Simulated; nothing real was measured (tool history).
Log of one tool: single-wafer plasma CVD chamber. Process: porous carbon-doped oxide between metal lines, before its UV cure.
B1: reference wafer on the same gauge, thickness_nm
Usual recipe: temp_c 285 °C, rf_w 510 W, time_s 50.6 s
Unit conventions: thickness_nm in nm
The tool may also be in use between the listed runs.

{"run": 1, "hour": 0.0, "temp_c": 285, "rf_w": 510, "time_s": 50.6, "B1": 313.193, "thickness_nm": 324.404}
{"run": 2, "hour": 47.4, "temp_c": 285, "rf_w": 510, "time_s": 50.6, "B1": 313.111, "thickness_nm": 323.724}
{"run": 3, "hour": 81.6, "temp_c": 285, "rf_w": 575, "time_s": 50.6, "B1": 313.57, "thickness_nm": 341.377}
{"run": 4, "hour": 227.2, "temp_c": 285, "rf_w": 510, "time_s": 53.5, "B1": 311.949, "thickness_nm": 340.077}
{"run": 5, "hour": 423.9, "temp_c": 285, "rf_w": 455, "time_s": 50.6, "B1": 313.355, "thickness_nm": 305.591}
{"run": 6, "hour": 469.7, "temp_c": 285, "rf_w": 455, "time_s": 50.6, "B1": 312.841, "thickness_nm": 308.718}
{"run": 7, "hour": 493.8, "temp_c": 285, "rf_w": 455, "time_s": 50.6, "B1": 313.41, "thickness_nm": 304.771}
{"run": 8, "hour": 555.2, "temp_c": 285, "rf_w": 510, "time_s": 44.7, "B1": 313.013, "thickness_nm": 280.988}
{"run": 9, "hour": 615.7, "temp_c": 285, "rf_w": 510, "time_s": 44.7, "B1": 313.25, "thickness_nm": 283.252}
{"hour": 653.8, "done": "RF generator calibrated"}
{"run": 10, "hour": 664.5, "temp_c": 285, "rf_w": 510, "time_s": 44.7, "B1": 313.398, "thickness_nm": 284.779}
{"run": 11, "hour": 735.9, "temp_c": 285, "rf_w": 510, "time_s": 42.5, "B1": 312.825, "thickness_nm": 274.096}
{"hour": 773.9, "done": "showerhead replaced"}
{"run": 12, "hour": 798.7, "temp_c": 285, "rf_w": 510, "time_s": 50.6, "B1": 313.542, "thickness_nm": 326.4}
{"run": 13, "hour": 841.8, "temp_c": 285, "rf_w": 510, "time_s": 50.6, "B1": 313.22, "thickness_nm": 323.355}
{"run": 14, "hour": 895.8, "temp_c": 290, "rf_w": 550, "time_s": 50.6, "B1": 312.773, "thickness_nm": 325.288}
{"hour": 956.3, "done": "thermocouple changed; heater temperature recalibrated"}
{"run": 15, "hour": 956.8, "temp_c": 290, "rf_w": 550, "time_s": 50.6, "B1": 312.902, "thickness_nm": 329.054}
{"run": 16, "hour": 995.8, "temp_c": 285, "rf_w": 510, "time_s": 50.6, "B1": 313.071, "thickness_nm": 323.601}
{"run": 17, "hour": 1055.6, "temp_c": 285, "rf_w": 510, "time_s": 50.6, "B1": 312.929, "thickness_nm": 326.487}
{"run": 18, "hour": 1102.4, "temp_c": 285, "rf_w": 540, "time_s": 41.0, "B1": 312.739, "thickness_nm": 272.592}
{"run": 19, "hour": 1159.9, "temp_c": 291, "rf_w": 610, "time_s": 53.3, "B1": 313.464, "thickness_nm": 353.46}
{"run": 20, "hour": 1226.2, "temp_c": 296, "rf_w": 510, "time_s": 40.7, "B1": 312.739, "thickness_nm": 245.017}
{"run": 21, "hour": 1275.0, "temp_c": 277, "rf_w": 415, "time_s": 47.8, "B1": 312.985, "thickness_nm": 293.201}
{"run": 22, "hour": 1301.4, "temp_c": 285, "rf_w": 510, "time_s": 50.6, "B1": 312.142, "thickness_nm": 322.595}
{"run": 23, "hour": 1355.9, "temp_c": 285, "rf_w": 510, "time_s": 50.6, "B1": 312.741, "thickness_nm": 322.821}
{"hour": 1535.4, "done": "gauge calibrated"}
{"run": 24, "hour": 1568.6, "temp_c": 294, "rf_w": 580, "time_s": 44.0, "B1": 313.755, "thickness_nm": 277.312}
{"run": 25, "hour": 1617.3, "temp_c": 285, "rf_w": 510, "time_s": 50.6, "B1": 313.029, "thickness_nm": 318.969}
{"run": 26, "hour": 1663.1, "temp_c": 285, "rf_w": 510, "time_s": 42.7, "B1": 312.653, "thickness_nm": 270.372}
{"run": 27, "hour": 1702.3, "temp_c": 285, "rf_w": 585, "time_s": 57.9, "B1": 313.03, "thickness_nm": 387.669}
{"run": 28, "hour": 1757.1, "temp_c": 285, "rf_w": 510, "time_s": 50.6, "B1": 313.317, "thickness_nm": 318.176}
{"run": 29, "hour": 1795.8, "temp_c": 285, "rf_w": 510, "time_s": 50.6, "B1": 313.086, "thickness_nm": 316.948}
{"run": 30, "hour": 1825.6, "temp_c": 299, "rf_w": 480, "time_s": 60.4, "B1": 312.818, "thickness_nm": 340.835}
{"run": 31, "hour": 1896.7, "temp_c": 276, "rf_w": 510, "time_s": 50.6, "B1": 312.878, "thickness_nm": 334.456}
{"run": 32, "hour": 1946.2, "temp_c": 285, "rf_w": 510, "time_s": 40.9, "B1": 313.247, "thickness_nm": 255.556}
{"run": 33, "hour": 1985.0, "temp_c": 285, "rf_w": 475, "time_s": 50.6, "B1": 313.173, "thickness_nm": 304.99}
{"run": 34, "hour": 2053.5, "temp_c": 285, "rf_w": 510, "time_s": 50.6, "B1": 312.886, "thickness_nm": 312.961}
{"hour": 2107.5, "done": "RF generator calibrated"}
{"run": 35, "hour": 2122.9, "temp_c": 285, "rf_w": 445, "time_s": 50.6, "B1": 313.071, "thickness_nm": 307.655}

Measured result minus the same run's result without the hidden state. Both carry the same run-to-run variation, though not necessarily the same gauge scatter:
Unlogged tool condition in this case: wafer temperature above the value expected at the setpoint (K); delivered RF power above the setpoint (%); gauge reads high (%).
run=1 thickness_nm=-2.143
run=2 thickness_nm=-2.475
run=3 thickness_nm=-2.883
run=4 thickness_nm=-4.191
run=5 thickness_nm=-5.845
run=6 thickness_nm=-6.446
run=7 thickness_nm=-6.654
run=8 thickness_nm=-6.791
run=9 thickness_nm=-7.598
run=10 thickness_nm=-0.974
run=11 thickness_nm=-0.970
run=12 thickness_nm=-1.234
run=13 thickness_nm=-1.302
run=14 thickness_nm=-1.440
run=15 thickness_nm=-1.645
run=16 thickness_nm=-1.758
run=17 thickness_nm=-2.024
run=18 thickness_nm=-1.878
run=19 thickness_nm=-2.713
run=20 thickness_nm=-2.225
run=21 thickness_nm=-3.461
run=22 thickness_nm=-3.445
run=23 thickness_nm=-3.863
run=24 thickness_nm=-4.980
run=25 thickness_nm=-6.305
run=26 thickness_nm=-5.788
run=27 thickness_nm=-8.751
run=28 thickness_nm=-7.968
run=29 thickness_nm=-8.444
run=30 thickness_nm=-9.587
run=31 thickness_nm=-10.403
run=32 thickness_nm=-8.547
run=33 thickness_nm=-10.850
run=34 thickness_nm=-12.174
run=35 thickness_nm=-2.213
